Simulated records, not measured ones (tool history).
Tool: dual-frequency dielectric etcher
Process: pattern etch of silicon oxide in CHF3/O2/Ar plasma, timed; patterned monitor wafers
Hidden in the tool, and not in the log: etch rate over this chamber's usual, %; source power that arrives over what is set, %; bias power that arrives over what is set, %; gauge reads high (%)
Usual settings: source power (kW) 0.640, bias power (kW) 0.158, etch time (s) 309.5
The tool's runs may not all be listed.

run	hour	source power (kW)	bias power (kW)	etch time (s)	wafers since the last listed run	hours since the last wet clean	hours since the last source power generator calibration	hours since the last bias power generator calibration	hours since the last upper electrode change	hours since the gauge calibration	read-back reference wafer on the same gauge, depth_nm	mean etch depth across the wafer (Å)
1	0.0	0.520	0.158	309.5	0	79.8	3015.1	920.4	2374.5	165.6	520.3	5886
2	98.3	0.520	0.158	309.5	572	178.1	3113.4	1018.7	2472.8	263.9	520.4	5915
3	162.0	0.520	0.158	309.5	370	241.8	3177.1	1082.4	2536.5	327.6	519.3	5928
4	202.5	0.640	0.158	309.5	235	282.3	3217.6	1122.9	2577.0	368.1	519.6	6225
5	243.1	0.640	0.158	309.5	236	322.9	3258.2	1163.5	2617.6	408.7	520.6	6247
6	296.4	0.640	0.158	309.5	310	376.2	3311.5	1216.8	2670.9	462.0	520.2	6344
7	384.1	0.640	0.158	309.5	510	463.9	3399.2	1304.5	2758.6	549.7	520.6	6311
# hour 411.2: wet clean of the chamber
8	464.7	0.640	0.158	309.5	329	53.5	3479.8	1385.1	2839.2	630.3	519.7	5753
9	552.7	0.640	0.158	309.5	512	141.5	3567.8	1473.1	2927.2	718.3	520.2	5682
10	625.0	0.640	0.158	309.5	420	213.8	3640.1	1545.4	2999.5	790.6	519.8	5733
# hour 662.0: wet clean of the chamber, repeated, since the last time left the tool worse
11	668.0	0.640	0.158	309.5	110	6.0	3683.1	1588.4	3042.5	833.6	521.2	6157
12	716.1	0.640	0.158	339.5	279	54.1	3731.2	1636.5	3090.6	881.7	520.0	6773
13	755.8	0.640	0.158	339.5	231	93.8	3770.9	1676.2	3130.3	921.4	519.7	6738
# hour 762.8: source power generator calibrated
14	810.3	0.500	0.181	378.5	293	148.3	47.5	1730.7	3184.8	975.9	519.8	7658
15	867.4	0.510	0.146	222.0	332	205.4	104.6	1787.8	3241.9	1033.0	519.9	4142
# hour 913.0: gauge calibrated
# hour 938.5: bias power generator calibrated
16	958.9	0.520	0.192	309.5	509	296.9	196.1	20.4	3333.4	45.9	519.5	6512
17	1004.9	0.640	0.189	309.5	267	342.9	242.1	66.4	3379.4	91.9	519.3	6638
18	1043.9	0.770	0.133	239.0	226	381.9	281.1	105.4	3418.4	130.9	519.2	4749
# hour 1115.3: wet clean of the chamber
19	1138.2	0.700	0.178	386.0	409	22.9	375.4	199.7	3512.7	225.2	520.3	7935
20	1187.0	0.700	0.158	309.5	284	71.7	424.2	248.5	3561.5	274.0	520.3	6175
21	1253.0	0.640	0.189	386.0	384	137.7	490.2	314.5	3627.5	340.0	520.4	8162
22	1309.5	0.640	0.158	309.5	328	194.2	546.7	371.0	3684.0	396.5	519.5	6097
# hour 1335.7: upper electrode replaced
23	1384.2	0.640	0.182	309.5	295	268.9	621.4	445.7	48.5	471.2	519.0	6470
24	1446.2	0.690	0.148	234.5	360	330.9	683.4	507.7	110.5	533.2	519.7	4628
25	1492.3	0.640	0.158	244.5	268	377.0	729.5	553.8	156.6	579.3	519.1	4916
# hour 1562.6: wet clean of the chamber
26	1566.2	0.640	0.158	309.5	290	3.6	803.4	627.7	230.5	653.2	520.1	6153
27	1882.8	0.640	0.185	338.5	1842	320.2	1120.0	944.3	547.1	969.8	519.9	7305

Forecast each of these 4 alternatives for the next run:
A	1883.3	0.590	0.158	309.5	2	320.7	1120.5	944.8	547.6	970.3	?	?
B	1883.3	0.510	0.188	382.0	2	320.7	1120.5	944.8	547.6	970.3	?	?
C	1883.3	0.510	0.187	240.5	2	320.7	1120.5	944.8	547.6	970.3	?	?
D	1883.3	0.640	0.158	258.5	2	320.7	1120.5	944.8	547.6	970.3	?	?

run	read-back reference wafer on the same gauge, depth_nm	mean etch depth across the wafer (Å)
A	520.2	6143
B	520.2	7877
C	520.2	4949
D	520.2	5211
Without the tool's hidden state the same runs would have given:
run	mean etch depth across the wafer (Å)
A	5953
B	7634
C	4796
D	5050

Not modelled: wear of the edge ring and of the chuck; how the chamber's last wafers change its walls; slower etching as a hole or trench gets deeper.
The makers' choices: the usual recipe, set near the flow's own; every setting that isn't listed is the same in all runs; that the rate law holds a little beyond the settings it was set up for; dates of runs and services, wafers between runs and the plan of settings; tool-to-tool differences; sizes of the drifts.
